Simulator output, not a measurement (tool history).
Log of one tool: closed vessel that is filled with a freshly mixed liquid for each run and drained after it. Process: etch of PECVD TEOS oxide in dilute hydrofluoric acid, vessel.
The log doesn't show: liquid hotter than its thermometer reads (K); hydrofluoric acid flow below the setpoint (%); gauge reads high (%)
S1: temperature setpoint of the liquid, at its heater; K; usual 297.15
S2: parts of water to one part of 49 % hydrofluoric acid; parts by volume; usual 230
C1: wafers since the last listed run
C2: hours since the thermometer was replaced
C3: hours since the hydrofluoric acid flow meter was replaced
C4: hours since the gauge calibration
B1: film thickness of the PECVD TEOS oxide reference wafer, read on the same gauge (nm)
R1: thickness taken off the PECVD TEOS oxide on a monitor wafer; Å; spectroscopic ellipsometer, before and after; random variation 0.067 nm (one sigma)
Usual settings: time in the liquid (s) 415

{"run": 1, "hour": 0.0, "S1": 299.65, "S2": 230, "time in the liquid (s)": 565, "C1": 0, "C2": 1138.6, "C3": 392.5, "C4": 1450.2, "B1": 40, "R1": 194.7}
{"run": 2, "hour": 87.8, "S1": 297.15, "S2": 230, "time in the liquid (s)": 415, "C1": 5052, "C2": 1226.4, "C3": 480.3, "C4": 1538, "B1": 39.99, "R1": 130}
{"run": 3, "hour": 172.1, "S1": 297.15, "S2": 230, "time in the liquid (s)": 415, "C1": 4850, "C2": 1310.7, "C3": 564.6, "C4": 1622.3, "B1": 40.01, "R1": 129.2}
{"run": 4, "hour": 245.9, "S1": 297.15, "S2": 190, "time in the liquid (s)": 415, "C1": 4246, "C2": 1384.5, "C3": 638.4, "C4": 1696.1, "B1": 39.99, "R1": 164.5}
{"run": 5, "hour": 328.0, "S1": 297.15, "S2": 190, "time in the liquid (s)": 415, "C1": 4724, "C2": 1466.6, "C3": 720.5, "C4": 1778.2, "B1": 40.04, "R1": 161.3}
{"run": 6, "hour": 375.3, "S1": 295.65, "S2": 230, "time in the liquid (s)": 415, "C1": 2721, "C2": 1513.9, "C3": 767.8, "C4": 1825.5, "B1": 40.01, "R1": 121.4}
{"run": 7, "hour": 435.6, "S1": 295.65, "S2": 230, "time in the liquid (s)": 415, "C1": 3469, "C2": 1574.2, "C3": 828.1, "C4": 1885.8, "B1": 39.94, "R1": 120.1}
{"hour": 540.3, "done": "hydrofluoric acid flow meter replaced"}
{"run": 8, "hour": 674.0, "S1": 297.15, "S2": 230, "time in the liquid (s)": 415, "C1": 13660, "C2": 1812.6, "C3": 133.7, "C4": 2124.2, "B1": 40, "R1": 132}
{"run": 9, "hour": 718.4, "S1": 297.15, "S2": 230, "time in the liquid (s)": 415, "C1": 2554, "C2": 1857, "C3": 178.1, "C4": 2168.6, "B1": 40.03, "R1": 132.2}
{"hour": 757.0, "done": "thermometer replaced"}
{"run": 10, "hour": 792.0, "S1": 292.65, "S2": 230, "time in the liquid (s)": 240, "C1": 4177, "C2": 35, "C3": 251.7, "C4": 2242.2, "B1": 39.99, "R1": 64.7}
{"run": 11, "hour": 885.4, "S1": 297.15, "S2": 230, "time in the liquid (s)": 415, "C1": 5374, "C2": 128.4, "C3": 345.1, "C4": 2335.6, "B1": 39.96, "R1": 130.5}
{"run": 12, "hour": 974.6, "S1": 298.65, "S2": 325, "time in the liquid (s)": 415, "C1": 5132, "C2": 217.6, "C3": 434.3, "C4": 2424.8, "B1": 40.01, "R1": 87.5}
{"run": 13, "hour": 1158.8, "S1": 299.65, "S2": 230, "time in the liquid (s)": 415, "C1": 10598, "C2": 401.8, "C3": 618.5, "C4": 2609, "B1": 40.04, "R1": 141}
{"run": 14, "hour": 1240.4, "S1": 293.65, "S2": 175, "time in the liquid (s)": 515, "C1": 4695, "C2": 483.4, "C3": 700.1, "C4": 2690.6, "B1": 39.95, "R1": 194.4}
{"run": 15, "hour": 1322.5, "S1": 297.15, "S2": 230, "time in the liquid (s)": 600, "C1": 4724, "C2": 565.5, "C3": 782.2, "C4": 2772.7, "B1": 40.04, "R1": 183.7}
{"hour": 1396.5, "done": "gauge calibrated"}
{"run": 16, "hour": 1411.7, "S1": 297.15, "S2": 230, "time in the liquid (s)": 415, "C1": 5132, "C2": 654.7, "C3": 871.4, "C4": 15.2, "B1": 40.02, "R1": 127.9}
{"run": 17, "hour": 1451.5, "S1": 299.15, "S2": 290, "time in the liquid (s)": 415, "C1": 2290, "C2": 694.5, "C3": 911.2, "C4": 55, "B1": 39.97, "R1": 101.2}
{"hour": 1534.6, "done": "hydrofluoric acid flow meter replaced"}
{"run": 18, "hour": 1553.2, "S1": 293.65, "S2": 265, "time in the liquid (s)": 515, "C1": 5794, "C2": 796.2, "C3": 18.6, "C4": 156.7, "B1": 40.01, "R1": 120.9}
{"run": 19, "hour": 1638.2, "S1": 297.15, "S2": 230, "time in the liquid (s)": 415, "C1": 4890, "C2": 881.2, "C3": 103.6, "C4": 241.7, "B1": 40.01, "R1": 132.1}
{"run": 20, "hour": 1693.6, "S1": 297.15, "S2": 230, "time in the liquid (s)": 415, "C1": 3187, "C2": 936.6, "C3": 159, "C4": 297.1, "B1": 40, "R1": 132.3}
{"run": 21, "hour": 1730.1, "S1": 297.15, "S2": 340, "time in the liquid (s)": 205, "C1": 2100, "C2": 973.1, "C3": 195.5, "C4": 333.6, "B1": 39.99, "R1": 39.4}
{"run": 22, "hour": 1771.8, "S1": 297.15, "S2": 260, "time in the liquid (s)": 415, "C1": 2399, "C2": 1014.8, "C3": 237.2, "C4": 375.3, "B1": 40.02, "R1": 112}
{"run": 23, "hour": 1850.7, "S1": 297.15, "S2": 230, "time in the liquid (s)": 415, "C1": 4539, "C2": 1093.7, "C3": 316.1, "C4": 454.2, "B1": 39.97, "R1": 130.2}
{"run": 24, "hour": 1889.1, "S1": 301.65, "S2": 115, "time in the liquid (s)": 500, "C1": 2209, "C2": 1132.1, "C3": 354.5, "C4": 492.6, "B1": 40.02, "R1": 429.5}
{"run": 25, "hour": 2121.9, "S1": 297.15, "S2": 185, "time in the liquid (s)": 320, "C1": 13395, "C2": 1364.9, "C3": 587.3, "C4": 725.4, "B1": 40, "R1": 129.5}
{"hour": 2351.8, "done": "hydrofluoric acid flow meter replaced"}
{"run": 26, "hour": 2442.1, "S1": 301.65, "S2": 265, "time in the liquid (s)": 415, "C1": 18366, "C2": 1685.1, "C3": 90.3, "C4": 1045.6, "B1": 39.95, "R1": 127.4}
{"run": 27, "hour": 2534.7, "S1": 301.15, "S2": 150, "time in the liquid (s)": 415, "C1": 5328, "C2": 1777.7, "C3": 182.9, "C4": 1138.2, "B1": 39.98, "R1": 252.5}
{"run": 28, "hour": 2574.6, "S1": 295.15, "S2": 175, "time in the liquid (s)": 520, "C1": 2295, "C2": 1817.6, "C3": 222.8, "C4": 1178.1, "B1": 39.99, "R1": 212.7}
{"run": 29, "hour": 2623.1, "S1": 297.15, "S2": 230, "time in the liquid (s)": 220, "C1": 2790, "C2": 1866.1, "C3": 271.3, "C4": 1226.6, "B1": 39.98, "R1": 68.7}
{"run": 30, "hour": 2666.0, "S1": 295.65, "S2": 155, "time in the liquid (s)": 610, "C1": 2468, "C2": 1909, "C3": 314.2, "C4": 1269.5, "B1": 39.99, "R1": 290.8}
{"hour": 2669.6, "done": "thermometer replaced"}
{"run": 31, "hour": 2717.9, "S1": 293.15, "S2": 230, "time in the liquid (s)": 415, "C1": 2928, "C2": 48.3, "C3": 366.1, "C4": 1321.4, "B1": 40, "R1": 112.4}
{"run": 32, "hour": 2798.8, "S1": 297.15, "S2": 230, "time in the liquid (s)": 415, "C1": 4655, "C2": 129.2, "C3": 447, "C4": 1402.3, "B1": 40.03, "R1": 128.3}
{"run": 33, "hour": 2892.8, "S1": 297.15, "S2": 315, "time in the liquid (s)": 265, "C1": 5408, "C2": 223.2, "C3": 541, "C4": 1496.3, "B1": 40, "R1": 55}

Some steps in R1 between neighbouring runs. How much of each would the tool show without its hidden state too (settings, what came in, random variation), and how much is left for the hidden state, with any gauge scatter that isn't in both results?
Run 17 -> 18: S1 299.15 -> 293.65, S2 290 -> 265, time in the liquid (s) 415 -> 515, hydrofluoric acid flow meter replaced. R1 +19.7 Å: hidden state +4.5, all else +15.2.
Run 23 -> 24: S1 297.15 -> 301.65, S2 230 -> 115, time in the liquid (s) 415 -> 500. R1 +299.3 Å: hidden state -5.5, all else +304.8.
Run 24 -> 25: S1 301.65 -> 297.15, S2 115 -> 185, time in the liquid (s) 500 -> 320. R1 -300 Å: hidden state +3.9, all else -303.9.
Run 29 -> 30: S1 297.15 -> 295.65, S2 230 -> 155, time in the liquid (s) 220 -> 610. R1 +222.1 Å: hidden state -5.4, all else +227.5.
